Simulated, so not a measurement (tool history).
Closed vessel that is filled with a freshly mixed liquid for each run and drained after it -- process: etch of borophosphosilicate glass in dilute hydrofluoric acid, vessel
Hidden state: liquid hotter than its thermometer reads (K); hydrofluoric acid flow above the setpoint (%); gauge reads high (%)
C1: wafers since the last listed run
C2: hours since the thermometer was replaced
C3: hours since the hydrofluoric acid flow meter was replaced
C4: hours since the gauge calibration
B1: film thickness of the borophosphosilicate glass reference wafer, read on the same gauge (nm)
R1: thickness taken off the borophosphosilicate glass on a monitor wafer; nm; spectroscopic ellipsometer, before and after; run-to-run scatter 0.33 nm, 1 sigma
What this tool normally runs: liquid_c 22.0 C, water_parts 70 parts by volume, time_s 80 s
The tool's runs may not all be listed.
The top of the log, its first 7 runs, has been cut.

At hour 88.6: hydrofluoric acid flow meter replaced.
Run 8, hour 96.1: usual settings but water_parts 90 parts by volume; C1 1534; C2 1235.8; C3 7.5; C4 51.0; B1 30.01. Result: R1 38.84 nm.
Run 9, hour 111.8: usual settings but water_parts 90 parts by volume; C1 2170; C2 1251.5; C3 23.2; C4 66.7; B1 30.00. Result: R1 39.25 nm.
Run 10, hour 125.4: usual settings; C1 1880; C2 1265.1; C3 36.8; C4 80.3; B1 30.00. Result: R1 51.10 nm.
Run 11, hour 140.7: usual settings; C1 2115; C2 1280.4; C3 52.1; C4 95.6; B1 30.03. Result: R1 51.63 nm.
Run 12, hour 152.0: usual settings; C1 1562; C2 1291.7; C3 63.4; C4 106.9; B1 30.01. Result: R1 51.38 nm.
Run 13, hour 162.3: usual settings but water_parts 60 parts by volume, time_s 100 s; C1 1424; C2 1302.0; C3 73.7; C4 117.2; B1 29.97. Result: R1 76.60 nm.
Run 14, hour 169.0: usual settings but liquid_c 18.5 C, water_parts 80 parts by volume; C1 926; C2 1308.7; C3 80.4; C4 123.9; B1 30.00. Result: R1 38.66 nm.
Run 15, hour 186.9: usual settings but liquid_c 17.0 C, water_parts 95 parts by volume, time_s 105 s; C1 2474; C2 1326.6; C3 98.3; C4 141.8; B1 30.03. Result: R1 39.38 nm.
Run 16, hour 203.7: usual settings but liquid_c 25.5 C, time_s 30 s; C1 2322; C2 1343.4; C3 115.1; C4 158.6; B1 29.98. Result: R1 22.19 nm.
Run 17, hour 221.0: usual settings but liquid_c 24.5 C, water_parts 80 parts by volume, time_s 45 s; C1 2391; C2 1360.7; C3 132.4; C4 175.9; B1 29.99. Result: R1 27.71 nm.
Run 18, hour 231.0: usual settings but water_parts 60 parts by volume, time_s 100 s; C1 1382; C2 1370.7; C3 142.4; C4 185.9; B1 30.00. Result: R1 75.15 nm.
Run 19, hour 244.2: usual settings but liquid_c 25.0 C, water_parts 85 parts by volume; C1 1825; C2 1383.9; C3 155.6; C4 199.1; B1 30.02. Result: R1 47.30 nm.
At hour 251.3: thermometer replaced.
Run 20, hour 253.6: usual settings but liquid_c 25.0 C, water_parts 80 parts by volume, time_s 100 s; C1 1161; C2 2.3; C3 165.0; C4 208.5; B1 30.00. Result: R1 58.42 nm.
Run 21, hour 266.2: usual settings but liquid_c 26.5 C; C1 1742; C2 14.9; C3 177.6; C4 221.1; B1 29.99. Result: R1 56.50 nm.
Run 22, hour 280.0: usual settings but liquid_c 25.5 C; C1 1908; C2 28.7; C3 191.4; C4 234.9; B1 29.98. Result: R1 54.41 nm.
Run 23, hour 295.7: usual settings but liquid_c 19.0 C, water_parts 90 parts by volume, time_s 110 s; C1 2170; C2 44.4; C3 207.1; C4 250.6; B1 30.01. Result: R1 43.87 nm.
Run 24, hour 309.6: usual settings but water_parts 55 parts by volume; C1 1921; C2 58.3; C3 221.0; C4 264.5; B1 29.98. Result: R1 62.01 nm.
Run 25, hour 317.9: usual settings but water_parts 95 parts by volume, time_s 40 s; C1 1147; C2 66.6; C3 229.3; C4 272.8; B1 30.01. Result: R1 17.10 nm.
Run 26, hour 327.1: usual settings but liquid_c 20.0 C, water_parts 100 parts by volume, time_s 65 s; C1 1272; C2 75.8; C3 238.5; C4 282.0; B1 30.01. Result: R1 23.94 nm.
Run 27, hour 336.8: usual settings but water_parts 85 parts by volume; C1 1341; C2 85.5; C3 248.2; C4 291.7; B1 30.00. Result: R1 38.92 nm.
Run 28, hour 346.1: usual settings but liquid_c 20.0 C, water_parts 40 parts by volume, time_s 115 s; C1 1285; C2 94.8; C3 257.5; C4 301.0; B1 30.02. Result: R1 114.52 nm.
Run 29, hour 358.0: usual settings but liquid_c 25.5 C, time_s 50 s; C1 1645; C2 106.7; C3 269.4; C4 312.9; B1 29.99. Result: R1 34.17 nm.
Run 30, hour 368.1: usual settings but liquid_c 24.0 C, time_s 120 s; C1 1396; C2 116.8; C3 279.5; C4 323.0; B1 30.00. Result: R1 77.85 nm.
Run 31, hour 384.2: usual settings but water_parts 45 parts by volume; C1 2226; C2 132.9; C3 295.6; C4 339.1; B1 30.02. Result: R1 76.99 nm.
Run 32, hour 395.3: usual settings but water_parts 60 parts by volume, time_s 60 s; C1 1534; C2 144.0; C3 306.7; C4 350.2; B1 29.99. Result: R1 42.01 nm.

Consider 4 possible next runs. They are alternatives, not a sequence: every one starts from the tool as it was left by run 32. What does each give?
Run A, hour 396.0: usual settings but liquid_c 24.5 C; C1 96; C2 144.7; C3 307.4; C4 350.9; B1 ?. Result: R1 ?.
Run B, hour 396.0: usual settings but liquid_c 18.0 C, water_parts 90 parts by volume, time_s 125 s; C1 96; C2 144.7; C3 307.4; C4 350.9; B1 ?. Result: R1 ?.
Run C, hour 396.0: usual settings but liquid_c 17.5 C, water_parts 35 parts by volume, time_s 60 s; C1 96; C2 144.7; C3 307.4; C4 350.9; B1 ?. Result: R1 ?.
Run D, hour 396.0: usual settings but liquid_c 20.5 C, water_parts 95 parts by volume, time_s 100 s; C1 96; C2 144.7; C3 307.4; C4 350.9; B1 ?. Result: R1 ?.

run     B1     R1
  A  29.98  53.03
  B  29.98  48.19
  C  29.98  61.96
  D  29.98  40.28
Without the tool's unlogged condition, the same runs would have read:
run     R1
  A  51.95
  B  47.17
  C  60.59
  D  39.44
